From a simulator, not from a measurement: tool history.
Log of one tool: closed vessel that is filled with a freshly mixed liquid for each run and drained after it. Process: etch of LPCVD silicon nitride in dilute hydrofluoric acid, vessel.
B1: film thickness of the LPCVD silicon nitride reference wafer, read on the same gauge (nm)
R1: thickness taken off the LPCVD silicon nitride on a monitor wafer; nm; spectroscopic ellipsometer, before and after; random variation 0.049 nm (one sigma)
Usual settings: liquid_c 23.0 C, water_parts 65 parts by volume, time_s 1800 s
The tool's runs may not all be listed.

run 1 hour=0.0 | liquid_c=19.5 water_parts=65 time_s=1385 | B1=90.04 | R1=8.27
run 2 hour=16.9 | liquid_c=19.5 water_parts=65 time_s=1385 | B1=90.02 | R1=8.29
run 3 hour=39.5 | liquid_c=23.0 water_parts=65 time_s=1800 | B1=89.99 | R1=13.66
run 4 hour=57.2 | liquid_c=23.0 water_parts=65 time_s=1800 | B1=89.97 | R1=13.75
run 5 hour=92.3 | liquid_c=23.0 water_parts=65 time_s=1800 | B1=89.97 | R1=13.94
run 6 hour=185.4 | liquid_c=24.5 water_parts=65 time_s=1800 | B1=90.01 | R1=15.54
run 7 hour=215.9 | liquid_c=24.5 water_parts=65 time_s=1800 | B1=90.00 | R1=15.50
-- hour=220.3 thermometer replaced
run 8 hour=242.6 | liquid_c=20.0 water_parts=95 time_s=2275 | B1=89.97 | R1=8.15
-- hour=264.0 gauge calibrated
run 9 hour=271.0 | liquid_c=27.5 water_parts=65 time_s=2365 | B1=89.99 | R1=20.40
-- hour=281.5 hydrofluoric acid flow meter replaced
run 10 hour=299.5 | liquid_c=20.5 water_parts=65 time_s=2840 | B1=90.00 | R1=14.42
run 11 hour=327.0 | liquid_c=23.0 water_parts=65 time_s=1800 | B1=89.99 | R1=10.76
run 12 hour=352.8 | liquid_c=23.0 water_parts=65 time_s=2485 | B1=90.00 | R1=15.09
run 13 hour=381.9 | liquid_c=23.0 water_parts=45 time_s=2730 | B1=90.02 | R1=23.91
run 14 hour=406.6 | liquid_c=23.0 water_parts=65 time_s=1800 | B1=90.03 | R1=10.88

Forecast each of these 3 alternatives for the next run:
run A hour=407.8 | liquid_c=23.0 water_parts=65 time_s=1800 | B1=? | R1=?
run B hour=407.8 | liquid_c=20.0 water_parts=95 time_s=2840 | B1=? | R1=?
run C hour=407.8 | liquid_c=19.0 water_parts=65 time_s=1800 | B1=? | R1=?

run=A B1=89.96 R1=10.92
run=B B1=89.96 R1=9.69
run=C B1=89.96 R1=8.31
Without the tool's hidden state the same runs would have given:
run=A R1=10.48
run=B R1=9.31
run=C R1=7.97
